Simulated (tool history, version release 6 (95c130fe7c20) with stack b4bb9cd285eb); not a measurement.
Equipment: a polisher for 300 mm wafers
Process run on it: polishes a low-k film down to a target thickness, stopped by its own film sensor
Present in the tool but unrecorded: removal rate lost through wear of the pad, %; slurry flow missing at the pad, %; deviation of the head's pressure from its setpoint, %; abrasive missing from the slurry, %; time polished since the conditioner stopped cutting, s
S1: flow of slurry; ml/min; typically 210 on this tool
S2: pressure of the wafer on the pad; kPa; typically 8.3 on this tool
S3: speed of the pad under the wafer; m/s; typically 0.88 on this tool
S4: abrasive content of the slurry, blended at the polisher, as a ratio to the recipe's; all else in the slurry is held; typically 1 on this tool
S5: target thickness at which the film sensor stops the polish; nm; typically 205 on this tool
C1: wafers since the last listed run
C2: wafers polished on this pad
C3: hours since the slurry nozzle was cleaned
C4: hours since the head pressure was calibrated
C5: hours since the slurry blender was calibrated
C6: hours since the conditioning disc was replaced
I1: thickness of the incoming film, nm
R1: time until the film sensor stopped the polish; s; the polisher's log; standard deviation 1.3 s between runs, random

| run | hour | S1 | S2 | S3 | S4 | S5 | C1 | C2 | C3 | C4 | C5 | C6 | I1 | R1 |
|---|---|---|---|---|---|---|---|---|---|---|---|---|---|---|
| 1 | 0 | 210 | 8.3 | 0.66 | 1.1 | 205 | 0 | 2394 | 152.8 | 264.9 | 197.3 | 590.5 | 219.2 | 75 |
| 2 | 75.6 | 210 | 9.7 | 0.72 | 1 | 205 | 922 | 3317 | 228.4 | 340.5 | 272.9 | 666.1 | 219.2 | 67.6 |
|  | 88.2 | conditioning disc replaced and pad reconditioned |
| 3 | 383.2 | 210 | 9.7 | 0.72 | 1 | 205 | 3728 | 7045 | 536 | 648.1 | 580.5 | 295 | 223.3 | 85.2 |
|  | 429.1 | slurry blender recalibrated |
| 4 | 453.3 | 210 | 9.7 | 0.72 | 1 | 205 | 830 | 7876 | 606.1 | 718.2 | 24.2 | 365.1 | 217.4 | 58.6 |
|  | 494.8 | head pressure recalibrated |
|  | 547.6 | worn pad replaced by a new one |
| 5 | 553.4 | 245 | 8.3 | 0.88 | 1 | 205 | 1148 | 70 | 706.2 | 58.6 | 124.3 | 465.2 | 222.7 | 74.2 |
|  | 586.9 | slurry nozzle cleaned |
| 6 | 641.8 | 210 | 6.2 | 0.88 | 1.3 | 205 | 1066 | 1136 | 54.9 | 147 | 212.7 | 553.6 | 221.2 | 77.5 |
| 7 | 706.4 | 210 | 8.3 | 0.88 | 1 | 205 | 788 | 1925 | 119.5 | 211.6 | 277.3 | 618.2 | 222.3 | 75.7 |
| 8 | 765.4 | 210 | 9 | 0.68 | 0.7 | 200 | 719 | 2645 | 178.5 | 270.6 | 336.3 | 677.2 | 218.5 | 112.8 |
|  | 800.8 | conditioning disc replaced and pad reconditioned |
| 9 | 853.6 | 210 | 8.3 | 0.88 | 1 | 205 | 1051 | 3696 | 266.7 | 358.8 | 424.5 | 52.8 | 218.2 | 58.3 |
| 10 | 948.6 | 210 | 8.3 | 0.96 | 1.3 | 205 | 1159 | 4856 | 361.7 | 453.8 | 519.5 | 147.8 | 221.7 | 60.6 |
| 11 | 1003.4 | 210 | 8.3 | 1.08 | 1 | 205 | 668 | 5524 | 416.5 | 508.6 | 574.3 | 202.6 | 219.6 | 55.9 |
| 12 | 1083.2 | 210 | 6.9 | 0.88 | 0.85 | 205 | 973 | 6498 | 496.3 | 588.4 | 654.1 | 282.4 | 219.9 | 80.6 |
|  | 1141.6 | head pressure recalibrated |
|  | 1145.4 | slurry blender recalibrated |
| 13 | 1178.3 | 210 | 8.3 | 1.02 | 1 | 204 | 1111 | 7609 | 591.4 | 36.7 | 32.9 | 377.5 | 219.5 | 61.5 |
|  | 1261.1 | slurry nozzle cleaned |
|  | 1270.6 | worn pad replaced by a new one |
| 14 | 1282.7 | 210 | 8.3 | 1.02 | 1 | 204 | 1212 | 147 | 21.6 | 141.1 | 137.3 | 481.9 | 223.1 | 75 |
| 15 | 1531.9 | 165 | 8.3 | 0.88 | 1 | 202 | 3040 | 3187 | 270.8 | 390.3 | 386.5 | 731.1 | 220.6 | 87.8 |
|  | 1592.5 | conditioning disc replaced and pad reconditioned |
| 16 | 1602.5 | 210 | 6.9 | 0.62 | 1 | 205 | 837 | 4024 | 341.4 | 460.9 | 457.1 | 10 | 223.7 | 120.7 |
| 17 | 1671.7 | 210 | 8.3 | 0.88 | 1 | 205 | 844 | 4869 | 410.6 | 530.1 | 526.3 | 79.2 | 220.2 | 67.1 |
| 18 | 1749 | 170 | 6.9 | 0.7 | 1 | 200 | 943 | 5812 | 487.9 | 607.4 | 603.6 | 156.5 | 217.1 | 106.4 |
|  | 1777.4 | head pressure recalibrated |
| 19 | 1824.8 | 210 | 8.3 | 0.88 | 0.8 | 205 | 900 | 6712 | 563.7 | 47.4 | 679.4 | 232.3 | 218.6 | 66.2 |
|  | 1920.4 | worn pad replaced by a new one |
| 20 | 1923.2 | 140 | 6.9 | 0.98 | 0.75 | 205 | 1151 | 33 | 662.1 | 145.8 | 777.8 | 330.7 | 221.9 | 96 |
|  | 1926.9 | slurry nozzle cleaned |
|  | 1929.3 | slurry blender recalibrated |
| 21 | 1996.2 | 260 | 9.7 | 0.88 | 1 | 205 | 854 | 887 | 69.3 | 218.8 | 66.9 | 403.7 | 219.5 | 56.6 |

Expected results for the next run?
| 22 | 2091.2 | 210 | 8.3 | 0.88 | 1 | 205 | 1159 | 2046 | 164.3 | 313.8 | 161.9 | 498.7 | 219.3 | ? |

Run 22 gave R1 62.9 s.
Take away the tool's hidden state, keep the run-to-run variation as it was, and the same run would have given R1 62.9 s.

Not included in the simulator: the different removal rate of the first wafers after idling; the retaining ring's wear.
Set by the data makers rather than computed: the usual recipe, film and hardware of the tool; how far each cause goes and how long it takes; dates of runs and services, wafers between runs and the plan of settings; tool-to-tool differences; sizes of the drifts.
